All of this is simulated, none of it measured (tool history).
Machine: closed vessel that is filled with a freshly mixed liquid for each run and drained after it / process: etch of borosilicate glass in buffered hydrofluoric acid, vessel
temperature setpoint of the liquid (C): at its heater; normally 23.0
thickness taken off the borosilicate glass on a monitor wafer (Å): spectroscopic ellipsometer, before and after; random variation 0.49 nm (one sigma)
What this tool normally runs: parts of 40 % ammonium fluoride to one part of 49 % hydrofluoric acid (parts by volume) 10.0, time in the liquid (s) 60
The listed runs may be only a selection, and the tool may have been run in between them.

run   hour  temperature setpoint of the liquid (C)  parts of 40 % ammonium fluoride to one part of 49 % hydrofluoric acid (parts by volume)  time in the liquid (s)  read-back film thickness of the borosilicate glass reference wafer, read on the same gauge (nm)  thickness taken off the borosilicate glass on a monitor wafer (Å)
  1    0.0                                    25.5                                                                                      7.5                      60                                                                                           119.99                                                              878.8
  2   32.3                                    25.5                                                                                      7.5                      60                                                                                           120.02                                                              889.1
  3   61.7                                    25.5                                                                                      7.5                      60                                                                                           120.00                                                              877.9
  4   91.4                                    21.5                                                                                     10.0                      50                                                                                           120.00                                                              447.3
  5  126.1                                    21.5                                                                                     10.0                      50                                                                                           120.02                                                              450.9
  6  145.7                                    21.5                                                                                     10.0                      50                                                                                           120.00                                                              451.6
  7  159.9                                    23.0                                                                                     10.0                      60                                                                                           120.00                                                              583.8
  8  182.8                                    23.0                                                                                     10.0                      60                                                                                           120.00                                                              578.6
  9  197.8                                    23.0                                                                                     10.0                      60                                                                                           120.00                                                              583.1
 10  221.0                                    23.0                                                                                     10.0                      60                                                                                           120.00                                                              582.4
 11  304.1                                    26.0                                                                                     12.5                      70                                                                                           119.98                                                              647.9
     308.0  -- thermometer replaced
 12  337.9                                    23.0                                                                                      8.5                      60                                                                                           120.01                                                              723.1
 13  362.0                                    18.0                                                                                      6.5                      70                                                                                           120.00                                                              858.5
 14  386.6                                    27.0                                                                                     12.5                      70                                                                                           120.00                                                              731.8
     453.4  -- gauge calibrated
 15  481.4                                    19.0                                                                                     10.0                      60                                                                                           120.00                                                              511.6
     486.0  -- hydrofluoric acid flow meter replaced
 16  504.3                                    27.0                                                                                      6.0                      75                                                                                           119.98                                                             1589.9

Run 17, settings as shown, results not yet in. Your forecast:
 17  519.9                                    26.0                                                                                     10.0                      60                                                                                                ?                                                                  ?

{"run 17": {"read-back film thickness of the borosilicate glass reference wafer, read on the same gauge (nm)": 120.01, "thickness taken off the borosilicate glass on a monitor wafer (Å)": 731.8}}
If the tool had no hidden condition, the same run with the same run-to-run variation would have returned thickness taken off the borosilicate glass on a monitor wafer (Å) 743.1.
